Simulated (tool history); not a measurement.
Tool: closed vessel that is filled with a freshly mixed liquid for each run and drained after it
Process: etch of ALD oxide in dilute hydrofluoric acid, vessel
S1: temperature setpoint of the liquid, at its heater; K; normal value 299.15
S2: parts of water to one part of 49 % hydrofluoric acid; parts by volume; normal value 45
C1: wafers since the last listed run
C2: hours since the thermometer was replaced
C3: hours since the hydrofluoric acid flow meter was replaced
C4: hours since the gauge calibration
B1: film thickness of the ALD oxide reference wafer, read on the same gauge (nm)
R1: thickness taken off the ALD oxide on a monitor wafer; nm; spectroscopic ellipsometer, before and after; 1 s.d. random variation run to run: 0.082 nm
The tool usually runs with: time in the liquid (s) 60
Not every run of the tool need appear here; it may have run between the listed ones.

Run 1, hour 0.0: usual settings but S2 50 parts by volume; C1 0; C2 695.9; C3 2088.7; C4 269.4; B1 90.03. Result: R1 18.40 nm.
Run 2, hour 17.8: usual settings; C1 1890; C2 713.7; C3 2106.5; C4 287.2; B1 90.02. Result: R1 20.54 nm.
Run 3, hour 30.3: usual settings; C1 1327; C2 726.2; C3 2119.0; C4 299.7; B1 89.99. Result: R1 20.60 nm.
Run 4, hour 41.0: usual settings; C1 1136; C2 736.9; C3 2129.7; C4 310.4; B1 89.98. Result: R1 20.40 nm.
Run 5, hour 52.9: usual settings but time in the liquid (s) 45; C1 1263; C2 748.8; C3 2141.6; C4 322.3; B1 90.03. Result: R1 15.31 nm.
Run 6, hour 67.3: usual settings but time in the liquid (s) 45; C1 1529; C2 763.2; C3 2156.0; C4 336.7; B1 90.01. Result: R1 15.38 nm.
Run 7, hour 83.3: usual settings; C1 1699; C2 779.2; C3 2172.0; C4 352.7; B1 89.96. Result: R1 20.57 nm.
Run 8, hour 94.6: usual settings but S1 298.15 K; C1 1200; C2 790.5; C3 2183.3; C4 364.0; B1 89.99. Result: R1 19.77 nm.
Run 9, hour 103.0: usual settings but S1 298.15 K; C1 892; C2 798.9; C3 2191.7; C4 372.4; B1 89.99. Result: R1 19.65 nm.
Run 10, hour 110.7: usual settings but S1 298.15 K; C1 817; C2 806.6; C3 2199.4; C4 380.1; B1 90.01. Result: R1 19.52 nm.
Run 11, hour 120.4: usual settings but S1 301.65 K; C1 1030; C2 816.3; C3 2209.1; C4 389.8; B1 90.00. Result: R1 22.51 nm.
At hour 133.2: thermometer replaced.
At hour 151.4: hydrofluoric acid flow meter replaced.
At hour 160.7: gauge calibrated.
Run 12, hour 162.8: usual settings; C1 4290; C2 29.6; C3 11.4; C4 2.1; B1 89.99. Result: R1 21.22 nm.
Run 13, hour 174.2: usual settings; C1 1210; C2 41.0; C3 22.8; C4 13.5; B1 89.98. Result: R1 21.12 nm.
Run 14, hour 189.9: usual settings but S1 294.15 K, S2 30 parts by volume, time in the liquid (s) 30; C1 1667; C2 56.7; C3 38.5; C4 29.2; B1 90.00. Result: R1 13.17 nm.
Run 15, hour 203.7: usual settings but S1 304.15 K, S2 60 parts by volume, time in the liquid (s) 30; C1 1465; C2 70.5; C3 52.3; C4 43.0; B1 89.99. Result: R1 9.44 nm.
Run 16, hour 212.2: usual settings; C1 902; C2 79.0; C3 60.8; C4 51.5; B1 90.00. Result: R1 21.18 nm.
Run 17, hour 218.6: usual settings but S1 297.65 K, S2 40 parts by volume; C1 679; C2 85.4; C3 67.2; C4 57.9; B1 90.01. Result: R1 22.49 nm.
Run 18, hour 224.7: usual settings but S2 55 parts by volume, time in the liquid (s) 40; C1 647; C2 91.5; C3 73.3; C4 64.0; B1 90.01. Result: R1 11.33 nm.
Run 19, hour 235.5: usual settings but S1 297.65 K; C1 1146; C2 102.3; C3 84.1; C4 74.8; B1 90.04. Result: R1 19.91 nm.
Run 20, hour 243.7: usual settings but time in the liquid (s) 90; C1 870; C2 110.5; C3 92.3; C4 83.0; B1 90.01. Result: R1 31.61 nm.
Run 21, hour 254.6: usual settings but S2 50 parts by volume, time in the liquid (s) 95; C1 1157; C2 121.4; C3 103.2; C4 93.9; B1 90.01. Result: R1 29.94 nm.
Run 22, hour 268.2: usual settings; C1 1444; C2 135.0; C3 116.8; C4 107.5; B1 90.00. Result: R1 20.97 nm.
Run 23, hour 275.7: usual settings; C1 796; C2 142.5; C3 124.3; C4 115.0; B1 90.01. Result: R1 21.09 nm.
Run 24, hour 285.3: usual settings but S2 30 parts by volume; C1 1019; C2 152.1; C3 133.9; C4 124.6; B1 90.00. Result: R1 32.37 nm.
Run 25, hour 291.4: usual settings but time in the liquid (s) 80; C1 647; C2 158.2; C3 140.0; C4 130.7; B1 90.00. Result: R1 28.10 nm.
Run 26, hour 302.7: usual settings but S1 301.15 K, S2 40 parts by volume, time in the liquid (s) 75; C1 1200; C2 169.5; C3 151.3; C4 142.0; B1 90.03. Result: R1 32.45 nm.
Run 27, hour 318.1: usual settings but S2 55 parts by volume, time in the liquid (s) 50; C1 1635; C2 184.9; C3 166.7; C4 157.4; B1 89.99. Result: R1 14.16 nm.
Run 28, hour 332.5: usual settings but S1 303.65 K; C1 1529; C2 199.3; C3 181.1; C4 171.8; B1 90.00. Result: R1 25.35 nm.
Run 29, hour 339.8: usual settings but S1 303.65 K, S2 30 parts by volume, time in the liquid (s) 90; C1 775; C2 206.6; C3 188.4; C4 179.1; B1 90.04. Result: R1 58.00 nm.
Run 30, hour 349.4: usual settings but time in the liquid (s) 70; C1 1019; C2 216.2; C3 198.0; C4 188.7; B1 89.98. Result: R1 24.49 nm.
Run 31, hour 362.1: usual settings but S1 295.15 K, S2 55 parts by volume, time in the liquid (s) 50; C1 1348; C2 228.9; C3 210.7; C4 201.4; B1 90.01. Result: R1 11.89 nm.
Run 32, hour 377.2: usual settings but S2 40 parts by volume; C1 1603; C2 244.0; C3 225.8; C4 216.5; B1 89.99. Result: R1 23.79 nm.
Run 33, hour 391.5: usual settings but S1 303.65 K, S2 55 parts by volume, time in the liquid (s) 75; C1 1518; C2 258.3; C3 240.1; C4 230.8; B1 90.03. Result: R1 25.41 nm.
Run 34, hour 399.6: usual settings; C1 860; C2 266.4; C3 248.2; C4 238.9; B1 89.99. Result: R1 20.84 nm.
Run 35, hour 415.7: usual settings but S1 302.65 K; C1 1709; C2 282.5; C3 264.3; C4 255.0; B1 89.99. Result: R1 23.97 nm.

Hidden condition of the tool, last listed run before each entry between runs versus first listed run after:
In the gap between runs 11 and 12: thermometer replaced (hour 133.2); hydrofluoric acid flow meter replaced (hour 151.4); gauge calibrated (hour 160.7)
  liquid colder than its thermometer reads (K): 1.02 -> 0.126
  what was measured, less what the result would be without the hidden state, R1: -0.94 -> -0.11 nm
